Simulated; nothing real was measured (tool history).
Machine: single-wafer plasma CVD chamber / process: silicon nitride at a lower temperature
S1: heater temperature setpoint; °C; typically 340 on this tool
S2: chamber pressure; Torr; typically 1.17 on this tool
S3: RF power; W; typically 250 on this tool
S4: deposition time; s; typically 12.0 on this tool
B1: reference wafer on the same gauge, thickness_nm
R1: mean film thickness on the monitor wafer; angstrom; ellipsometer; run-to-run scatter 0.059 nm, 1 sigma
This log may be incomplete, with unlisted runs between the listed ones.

| run | hour | S1 | S2 | S3 | S4 | B1 | R1 |
|---|---|---|---|---|---|---|---|
| 1 | 0.0 | 340 | 1.17 | 250 | 11.5 | 10.790 | 100.24 |
| 2 | 105.4 | 340 | 1.17 | 250 | 11.5 | 10.791 | 99.66 |
| 3 | 155.6 | 344 | 1.17 | 250 | 12.0 | 10.797 | 104.16 |
| 4 | 255.3 | 344 | 1.17 | 250 | 12.0 | 10.801 | 102.45 |
| 5 | 338.3 | 340 | 1.38 | 250 | 12.0 | 10.802 | 111.35 |
| 6 | 388.9 | 340 | 1.17 | 250 | 12.0 | 10.778 | 102.30 |
|  | 482.7 | thermocouple changed; heater temperature recalibrated |
| 7 | 483.2 | 340 | 1.17 | 250 | 12.0 | 10.782 | 102.03 |

Predict the results of run 8:
|  | 492.6 | gauge calibrated |
| 8 | 559.5 | 340 | 1.17 | 250 | 12.8 | ? | ? |

{"run 8": {"B1": 10.782, "R1": 108.55}}
Without the tool's hidden state the same run would have given R1 117.96 angstrom.
